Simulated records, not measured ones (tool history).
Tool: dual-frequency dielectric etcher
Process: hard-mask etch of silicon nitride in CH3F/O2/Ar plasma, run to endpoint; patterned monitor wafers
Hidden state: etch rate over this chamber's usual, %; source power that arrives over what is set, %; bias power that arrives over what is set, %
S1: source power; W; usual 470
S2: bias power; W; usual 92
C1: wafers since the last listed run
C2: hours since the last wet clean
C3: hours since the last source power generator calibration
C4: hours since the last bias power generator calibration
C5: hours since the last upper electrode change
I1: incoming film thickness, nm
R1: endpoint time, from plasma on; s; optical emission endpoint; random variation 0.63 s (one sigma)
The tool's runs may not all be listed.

{"run": 1, "hour": 0.0, "S1": 420, "S2": 107, "C1": 0, "C2": 239.9, "C3": 2865.7, "C4": 3904.5, "C5": 3623.6, "I1": 54.5, "R1": 76.7}
{"run": 2, "hour": 26.1, "S1": 420, "S2": 107, "C1": 286, "C2": 266, "C3": 2891.8, "C4": 3930.6, "C5": 3649.7, "I1": 54, "R1": 75.4}
{"run": 3, "hour": 111.9, "S1": 420, "S2": 107, "C1": 941, "C2": 351.8, "C3": 2977.6, "C4": 4016.4, "C5": 3735.5, "I1": 54.5, "R1": 76.9}
{"run": 4, "hour": 132.6, "S1": 520, "S2": 100, "C1": 227, "C2": 372.5, "C3": 2998.3, "C4": 4037.1, "C5": 3756.2, "I1": 55.1, "R1": 73.7}
{"hour": 172.0, "done": "wet clean of the chamber"}
{"run": 5, "hour": 172.5, "S1": 520, "S2": 100, "C1": 174, "C2": 0.5, "C3": 3038.2, "C4": 4077, "C5": 3796.1, "I1": 54.2, "R1": 69.5}
{"run": 6, "hour": 184.6, "S1": 550, "S2": 92, "C1": 132, "C2": 12.6, "C3": 3050.3, "C4": 4089.1, "C5": 3808.2, "I1": 54.3, "R1": 68.2}
{"run": 7, "hour": 212.7, "S1": 470, "S2": 92, "C1": 308, "C2": 40.7, "C3": 3078.4, "C4": 4117.2, "C5": 3836.3, "I1": 54.9, "R1": 75}
{"hour": 246.7, "done": "bias power generator calibrated"}
{"hour": 247.5, "done": "upper electrode replaced"}
{"run": 8, "hour": 248.0, "S1": 470, "S2": 92, "C1": 334, "C2": 76, "C3": 3113.7, "C4": 1.3, "C5": 0.5, "I1": 54.6, "R1": 73.8}
{"hour": 253.1, "done": "source power generator calibrated"}
{"run": 9, "hour": 257.8, "S1": 470, "S2": 98, "C1": 63, "C2": 85.8, "C3": 4.7, "C4": 11.1, "C5": 10.3, "I1": 54.4, "R1": 71.7}
{"run": 10, "hour": 289.6, "S1": 360, "S2": 82, "C1": 348, "C2": 117.6, "C3": 36.5, "C4": 42.9, "C5": 42.1, "I1": 54.2, "R1": 81.2}
{"run": 11, "hour": 305.6, "S1": 550, "S2": 83, "C1": 175, "C2": 133.6, "C3": 52.5, "C4": 58.9, "C5": 58.1, "I1": 53.8, "R1": 71.7}
{"run": 12, "hour": 329.7, "S1": 390, "S2": 75, "C1": 264, "C2": 157.7, "C3": 76.6, "C4": 83, "C5": 82.2, "I1": 53.6, "R1": 82.3}
{"run": 13, "hour": 364.1, "S1": 570, "S2": 112, "C1": 377, "C2": 192.1, "C3": 111, "C4": 117.4, "C5": 116.6, "I1": 54.2, "R1": 67.7}
{"run": 14, "hour": 390.5, "S1": 470, "S2": 92, "C1": 289, "C2": 218.5, "C3": 137.4, "C4": 143.8, "C5": 143, "I1": 54.2, "R1": 74.9}
{"run": 15, "hour": 475.7, "S1": 470, "S2": 103, "C1": 934, "C2": 303.7, "C3": 222.6, "C4": 229, "C5": 228.2, "I1": 54.3, "R1": 73.5}
{"run": 16, "hour": 496.4, "S1": 370, "S2": 86, "C1": 227, "C2": 324.4, "C3": 243.3, "C4": 249.7, "C5": 248.9, "I1": 54.5, "R1": 84.1}
{"hour": 535.1, "done": "wet clean of the chamber"}
{"run": 17, "hour": 535.6, "S1": 390, "S2": 112, "C1": 166, "C2": 0.5, "C3": 282.5, "C4": 288.9, "C5": 288.1, "I1": 54.4, "R1": 74.3}
{"run": 18, "hour": 535.9, "S1": 470, "S2": 92, "C1": 3, "C2": 0.8, "C3": 282.8, "C4": 289.2, "C5": 288.4, "I1": 54.1, "R1": 73.3}

3 ways to go on from here, each from the tool as it stands after run 18. What would each give?
{"run": "A", "hour": 536.3, "S1": 470, "S2": 104, "C1": 4, "C2": 1.2, "C3": 283.2, "C4": 289.6, "C5": 288.8, "I1": 53.6, "R1": "?"}
{"run": "B", "hour": 536.3, "S1": 390, "S2": 105, "C1": 4, "C2": 1.2, "C3": 283.2, "C4": 289.6, "C5": 288.8, "I1": 53.6, "R1": "?"}
{"run": "C", "hour": 536.3, "S1": 560, "S2": 72, "C1": 4, "C2": 1.2, "C3": 283.2, "C4": 289.6, "C5": 288.8, "I1": 53.6, "R1": "?"}

run=A R1=69.5
run=B R1=73.3
run=C R1=72.5
Without the tool's hidden state the same runs would have given:
run=A R1=69.4
run=B R1=73.1
run=C R1=72.4

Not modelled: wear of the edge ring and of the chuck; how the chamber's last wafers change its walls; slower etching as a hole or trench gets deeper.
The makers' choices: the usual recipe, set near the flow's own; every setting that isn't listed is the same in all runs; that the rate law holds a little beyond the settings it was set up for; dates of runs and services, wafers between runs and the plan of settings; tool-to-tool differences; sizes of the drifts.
